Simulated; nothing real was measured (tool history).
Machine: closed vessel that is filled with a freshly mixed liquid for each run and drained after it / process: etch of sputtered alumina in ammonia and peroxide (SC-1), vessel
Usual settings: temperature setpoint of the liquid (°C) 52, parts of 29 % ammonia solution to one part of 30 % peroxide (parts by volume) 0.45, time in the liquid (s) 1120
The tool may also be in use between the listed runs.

run     day  temperature setpoint of the liquid (°C)  parts of 29 % ammonia solution to one part of 30 % peroxide (parts by volume)  time in the liquid (s)  wafers since the last listed run  hours since the thermometer was replaced  hours since the ammonia flow meter was replaced  hours since the drum of ammonia solution was connected  hours since the gauge calibration  read-back film thickness of the sputtered alumina reference wafer, read on the same gauge (nm)  thickness taken off the sputtered alumina on a monitor wafer (Å)
  1       0                                       52                                                                           0.45                    1120                                 0                                     935.7                                             51.8                                                   162.2                              216.3                                                                                           60.02                                                             496.5
  2   1.717                                       52                                                                           0.45                    1120                              1924                                     976.9                                               93                                                   203.4                              257.5                                                                                           60.02                                                             495.9
  3  10.225                                       52                                                                           0.45                    1120                              9536                                    1181.1                                            297.2                                                   407.6                              461.7                                                                                              60                                                             495.7
  4  13.512                                       52                                                                           0.45                    1120                              3684                                      1260                                            376.1                                                   486.5                              540.6                                                                                           60.03                                                             493.5
     15.208  -- new drum of ammonia solution connected
  5  15.771                                       52                                                                           0.45                    1120                              2484                                    1314.2                                            430.3                                                    13.5                              594.8                                                                                           59.98                                                             495.9
  6  19.192                                       52                                                                           0.45                    1120                              3834                                    1396.3                                            512.4                                                    95.6                              676.9                                                                                           59.97                                                             495.9
  7  23.229                                       52                                                                           0.45                    1120                              4525                                    1493.2                                            609.3                                                   192.5                              773.8                                                                                           59.99                                                             496.2
  8  26.796                                       48                                                                           0.45                    1120                              3997                                    1578.8                                            694.9                                                   278.1                              859.4                                                                                              60                                                             396.8
  9  30.708                                       48                                                                           0.45                    1120                              4385                                    1672.7                                            788.8                                                     372                              953.3                                                                                           59.97                                                             400.3
 10  32.996                                       52                                                                           0.45                    1120                              2563                                    1727.6                                            843.7                                                   426.9                             1008.2                                                                                           59.97                                                               490
 11   35.45                                       52                                                                           0.45                    1120                              2750                                    1786.5                                            902.6                                                   485.8                             1067.1                                                                                           60.05                                                             496.9
     36.946  -- ammonia flow meter replaced
 12  37.925                                       52                                                                           0.45                    1120                              2727                                    1845.9                                             23.5                                                   545.2                             1126.5                                                                                              60                                                             496.8
     38.817  -- new drum of ammonia solution connected
 13   46.95                                       52                                                                           0.45                    1120                             10068                                    2062.5                                            240.1                                                   195.2                             1343.1                                                                                           60.04                                                             492.5
 14  49.088                                       52                                                                           0.45                    1470                              2395                                    2113.8                                            291.4                                                   246.5                             1394.4                                                                                           60.01                                                             649.2
 15  51.979                                       48                                                                           0.45                    1510                              3241                                    2183.2                                            360.8                                                   315.9                             1463.8                                                                                           60.01                                                               535
 16  55.008                                       59                                                                           0.45                    1700                              3395                                    2255.9                                            433.5                                                   388.6                             1536.5                                                                                           60.04                                                            1090.1
     55.633  -- thermometer replaced
     56.871  -- gauge calibrated
 17  59.267                                       52                                                                           0.25                     760                              4726                                      87.2                                            535.7                                                   490.8                               57.5                                                                                           60.01                                                             315.8

Run 18 is up next; what results do you expect?
 18  61.692                                       46                                                                            0.5                     520                              2718                                     145.4                                            593.9                                                     549                              115.7                                                                                               ?                                                                 ?

{"run 18": {"read-back film thickness of the sputtered alumina reference wafer, read on the same gauge (nm)": 60.06, "thickness taken off the sputtered alumina on a monitor wafer (Å)": 166}}
If the tool had no hidden condition, the same run with the same run-to-run variation would have returned thickness taken off the sputtered alumina on a monitor wafer (Å) 166.
